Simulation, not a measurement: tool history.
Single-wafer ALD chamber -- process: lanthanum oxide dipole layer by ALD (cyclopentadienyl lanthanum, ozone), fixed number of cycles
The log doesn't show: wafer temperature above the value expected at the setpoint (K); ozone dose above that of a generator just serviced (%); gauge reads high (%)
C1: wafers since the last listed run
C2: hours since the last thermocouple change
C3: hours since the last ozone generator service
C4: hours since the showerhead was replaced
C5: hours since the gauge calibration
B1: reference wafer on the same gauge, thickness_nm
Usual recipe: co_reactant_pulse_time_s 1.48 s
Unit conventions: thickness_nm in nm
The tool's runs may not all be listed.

{"run": 1, "day": 0.0, "co_reactant_pulse_time_s": 1.48, "C1": 0, "C2": 630.2, "C3": 1121.9, "C4": 2535.5, "C5": 752.2, "B1": 0.546, "thickness_nm": 0.533}
{"run": 2, "day": 1.604, "co_reactant_pulse_time_s": 1.48, "C1": 662, "C2": 668.7, "C3": 1160.4, "C4": 2574.0, "C5": 790.7, "B1": 0.546, "thickness_nm": 0.532}
{"run": 3, "day": 3.533, "co_reactant_pulse_time_s": 1.48, "C1": 797, "C2": 715.0, "C3": 1206.7, "C4": 2620.3, "C5": 837.0, "B1": 0.546, "thickness_nm": 0.534}
{"run": 4, "day": 6.408, "co_reactant_pulse_time_s": 1.18, "C1": 1188, "C2": 784.0, "C3": 1275.7, "C4": 2689.3, "C5": 906.0, "B1": 0.545, "thickness_nm": 0.523}
{"run": 5, "day": 8.012, "co_reactant_pulse_time_s": 1.18, "C1": 662, "C2": 822.5, "C3": 1314.2, "C4": 2727.8, "C5": 944.5, "B1": 0.546, "thickness_nm": 0.522}
{"day": 8.45, "done": "gauge calibrated"}
{"run": 6, "day": 9.525, "co_reactant_pulse_time_s": 1.34, "C1": 625, "C2": 858.8, "C3": 1350.5, "C4": 2764.1, "C5": 25.8, "B1": 0.546, "thickness_nm": 0.53}
{"run": 7, "day": 11.725, "co_reactant_pulse_time_s": 1.34, "C1": 909, "C2": 911.6, "C3": 1403.3, "C4": 2816.9, "C5": 78.6, "B1": 0.546, "thickness_nm": 0.529}
{"run": 8, "day": 14.142, "co_reactant_pulse_time_s": 1.34, "C1": 998, "C2": 969.6, "C3": 1461.3, "C4": 2874.9, "C5": 136.6, "B1": 0.546, "thickness_nm": 0.529}
{"run": 9, "day": 15.771, "co_reactant_pulse_time_s": 1.14, "C1": 673, "C2": 1008.7, "C3": 1500.4, "C4": 2914.0, "C5": 175.7, "B1": 0.546, "thickness_nm": 0.516}
{"run": 10, "day": 18.546, "co_reactant_pulse_time_s": 1.14, "C1": 1146, "C2": 1075.3, "C3": 1567.0, "C4": 2980.6, "C5": 242.3, "B1": 0.546, "thickness_nm": 0.521}
{"run": 11, "day": 20.071, "co_reactant_pulse_time_s": 1.14, "C1": 630, "C2": 1111.9, "C3": 1603.6, "C4": 3017.2, "C5": 278.9, "B1": 0.546, "thickness_nm": 0.517}
{"run": 12, "day": 21.612, "co_reactant_pulse_time_s": 1.48, "C1": 637, "C2": 1148.9, "C3": 1640.6, "C4": 3054.2, "C5": 315.9, "B1": 0.546, "thickness_nm": 0.531}
{"run": 13, "day": 23.671, "co_reactant_pulse_time_s": 1.48, "C1": 850, "C2": 1198.3, "C3": 1690.0, "C4": 3103.6, "C5": 365.3, "B1": 0.546, "thickness_nm": 0.529}
{"run": 14, "day": 26.429, "co_reactant_pulse_time_s": 1.48, "C1": 1140, "C2": 1264.5, "C3": 1756.2, "C4": 3169.8, "C5": 431.5, "B1": 0.546, "thickness_nm": 0.531}
{"day": 27.092, "done": "ozone generator serviced"}
{"run": 15, "day": 32.079, "co_reactant_pulse_time_s": 1.79, "C1": 2197, "C2": 1400.1, "C3": 119.7, "C4": 3305.4, "C5": 567.1, "B1": 0.546, "thickness_nm": 0.547}
{"run": 16, "day": 34.171, "co_reactant_pulse_time_s": 1.22, "C1": 864, "C2": 1450.3, "C3": 169.9, "C4": 3355.6, "C5": 617.3, "B1": 0.546, "thickness_nm": 0.527}
{"day": 35.867, "done": "showerhead replaced"}
{"run": 17, "day": 35.888, "co_reactant_pulse_time_s": 0.89, "C1": 571, "C2": 1491.5, "C3": 211.1, "C4": 0.5, "C5": 658.5, "B1": 0.546, "thickness_nm": 0.516}
{"run": 18, "day": 37.292, "co_reactant_pulse_time_s": 1.84, "C1": 580, "C2": 1525.2, "C3": 244.8, "C4": 34.2, "C5": 692.2, "B1": 0.546, "thickness_nm": 0.545}
{"run": 19, "day": 39.808, "co_reactant_pulse_time_s": 1.99, "C1": 1040, "C2": 1585.6, "C3": 305.2, "C4": 94.6, "C5": 752.6, "B1": 0.546, "thickness_nm": 0.547}
{"run": 20, "day": 41.892, "co_reactant_pulse_time_s": 1.8, "C1": 861, "C2": 1635.6, "C3": 355.2, "C4": 144.6, "C5": 802.6, "B1": 0.546, "thickness_nm": 0.545}
{"run": 21, "day": 44.838, "co_reactant_pulse_time_s": 1.48, "C1": 1217, "C2": 1706.3, "C3": 425.9, "C4": 215.3, "C5": 873.3, "B1": 0.546, "thickness_nm": 0.54}
{"day": 45.342, "done": "thermocouple changed; heater temperature recalibrated"}
{"run": 22, "day": 47.667, "co_reactant_pulse_time_s": 1.03, "C1": 1031, "C2": 55.8, "C3": 493.8, "C4": 283.2, "C5": 941.2, "B1": 0.546, "thickness_nm": 0.518}
{"run": 23, "day": 49.754, "co_reactant_pulse_time_s": 1.93, "C1": 862, "C2": 105.9, "C3": 543.9, "C4": 333.3, "C5": 991.3, "B1": 0.546, "thickness_nm": 0.547}
{"day": 49.958, "done": "gauge calibrated"}
{"run": 24, "day": 51.421, "co_reactant_pulse_time_s": 0.91, "C1": 688, "C2": 145.9, "C3": 583.9, "C4": 373.3, "C5": 35.1, "B1": 0.546, "thickness_nm": 0.514}
{"run": 25, "day": 52.758, "co_reactant_pulse_time_s": 1.08, "C1": 552, "C2": 178.0, "C3": 616.0, "C4": 405.4, "C5": 67.2, "B1": 0.546, "thickness_nm": 0.523}
{"run": 26, "day": 54.888, "co_reactant_pulse_time_s": 1.48, "C1": 879, "C2": 229.1, "C3": 667.1, "C4": 456.5, "C5": 118.3, "B1": 0.546, "thickness_nm": 0.536}
{"run": 27, "day": 56.283, "co_reactant_pulse_time_s": 1.3, "C1": 576, "C2": 262.6, "C3": 700.6, "C4": 490.0, "C5": 151.8, "B1": 0.546, "thickness_nm": 0.531}
{"run": 28, "day": 58.179, "co_reactant_pulse_time_s": 1.91, "C1": 783, "C2": 308.1, "C3": 746.1, "C4": 535.5, "C5": 197.3, "B1": 0.546, "thickness_nm": 0.547}
{"run": 29, "day": 60.454, "co_reactant_pulse_time_s": 1.89, "C1": 940, "C2": 362.7, "C3": 800.7, "C4": 590.1, "C5": 251.9, "B1": 0.545, "thickness_nm": 0.546}
{"run": 30, "day": 62.279, "co_reactant_pulse_time_s": 1.48, "C1": 754, "C2": 406.5, "C3": 844.5, "C4": 633.9, "C5": 295.7, "B1": 0.546, "thickness_nm": 0.536}
{"run": 31, "day": 64.271, "co_reactant_pulse_time_s": 1.09, "C1": 823, "C2": 454.3, "C3": 892.3, "C4": 681.7, "C5": 343.5, "B1": 0.546, "thickness_nm": 0.519}
{"run": 32, "day": 67.162, "co_reactant_pulse_time_s": 1.17, "C1": 1195, "C2": 523.7, "C3": 961.7, "C4": 751.1, "C5": 412.9, "B1": 0.546, "thickness_nm": 0.526}
{"run": 33, "day": 68.788, "co_reactant_pulse_time_s": 1.02, "C1": 671, "C2": 562.7, "C3": 1000.7, "C4": 790.1, "C5": 451.9, "B1": 0.546, "thickness_nm": 0.519}

What was the tool's hidden state at every run in the log?
wafer temperature above the value expected at the setpoint (K): 0 on each run
gauge reads high (%): 0 on each run
H1: ozone dose above that of a generator just serviced (%)
run=1 H1=-7.21
run=2 H1=-7.61
run=3 H1=-8.12
run=4 H1=-8.9
run=5 H1=-9.36
run=6 H1=-9.8
run=7 H1=-10.5
run=8 H1=-11.2
run=9 H1=-11.8
run=10 H1=-12.7
run=11 H1=-13.2
run=12 H1=-13.8
run=13 H1=-14.5
run=14 H1=-15.6
run=15 H1=-0.276
run=16 H1=-0.343
run=17 H1=-0.415
run=18 H1=-0.485
run=19 H1=-0.638
run=20 H1=-0.789
run=21 H1=-1.04
run=22 H1=-1.33
run=23 H1=-1.57
run=24 H1=-1.77
run=25 H1=-1.95
run=26 H1=-2.25
run=27 H1=-2.46
run=28 H1=-2.76
run=29 H1=-3.15
run=30 H1=-3.48
run=31 H1=-3.86
run=32 H1=-4.45
run=33 H1=-4.8

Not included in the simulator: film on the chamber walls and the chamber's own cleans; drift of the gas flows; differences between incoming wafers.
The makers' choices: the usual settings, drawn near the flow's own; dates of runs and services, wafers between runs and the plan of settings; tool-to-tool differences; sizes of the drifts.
